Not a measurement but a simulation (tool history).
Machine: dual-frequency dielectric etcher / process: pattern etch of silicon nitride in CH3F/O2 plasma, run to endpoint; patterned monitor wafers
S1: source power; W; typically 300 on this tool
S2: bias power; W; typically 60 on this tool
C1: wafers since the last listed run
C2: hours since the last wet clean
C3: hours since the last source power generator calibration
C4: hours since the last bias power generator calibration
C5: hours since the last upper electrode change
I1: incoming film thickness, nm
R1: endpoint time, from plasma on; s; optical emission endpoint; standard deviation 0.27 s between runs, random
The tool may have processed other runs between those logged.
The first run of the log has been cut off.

run	day	S1	S2	C1	C2	C3	C4	C5	I1	R1
2	0.504	300	60	103	380.0	4062.7	2300.3	5456.9	65.6	88.4
3	0.958	300	60	92	390.9	4073.6	2311.2	5467.8	64.4	86.9
4	1.517	300	60	114	404.3	4087.0	2324.6	5481.2	64.3	86.5
5	2.200	300	56	139	420.7	4103.4	2341.0	5497.6	65.4	90.3
6	2.658	300	56	93	431.7	4114.4	2352.0	5508.6	65.3	90.3
7	3.058	300	60	81	441.3	4124.0	2361.6	5518.2	63.9	86.0
8	3.379	300	60	65	449.0	4131.7	2369.3	5525.9	64.7	86.7
9	4.288	250	60	185	470.8	4153.5	2391.1	5547.7	64.8	95.9
10	4.725	250	60	89	481.3	4164.0	2401.6	5558.2	64.3	95.2
11	5.467	260	60	151	499.1	4181.8	2419.4	5576.0	65.5	94.5
# day 6.521: wet clean of the chamber
12	6.542	260	60	15	0.5	4207.6	2445.2	5601.8	64.5	95.0
13	6.554	260	60	2	0.8	4207.9	2445.5	5602.1	64.8	96.2
14	6.662	300	60	22	3.4	4210.5	2448.1	5604.7	64.3	88.1
# day 7.975: upper electrode replaced
15	7.996	300	60	68	35.4	4242.5	2480.1	0.5	64.3	88.7
16	8.012	300	60	3	35.8	4242.9	2480.5	0.9	64.7	88.2
17	8.179	300	60	34	39.8	4246.9	2484.5	4.9	64.6	88.8
18	8.438	270	60	52	46.0	4253.1	2490.7	11.1	65.1	93.7
19	8.912	370	47	97	57.4	4264.5	2502.1	22.5	65.2	86.9
20	9.358	270	60	91	68.1	4275.2	2512.8	33.2	64.0	92.9
# day 10.712: bias power generator calibrated
# day 10.717: source power generator calibrated
21	10.733	300	52	246	101.1	0.4	0.5	66.2	64.5	92.3

What does the tool deliver on the next run?
22	11.338	300	60	123	115.6	14.9	15.0	80.7	65.2	?

Run 22 came out at R1 89.0 s.
With no hidden state in the tool, this same run would have given R1 90.0 s.
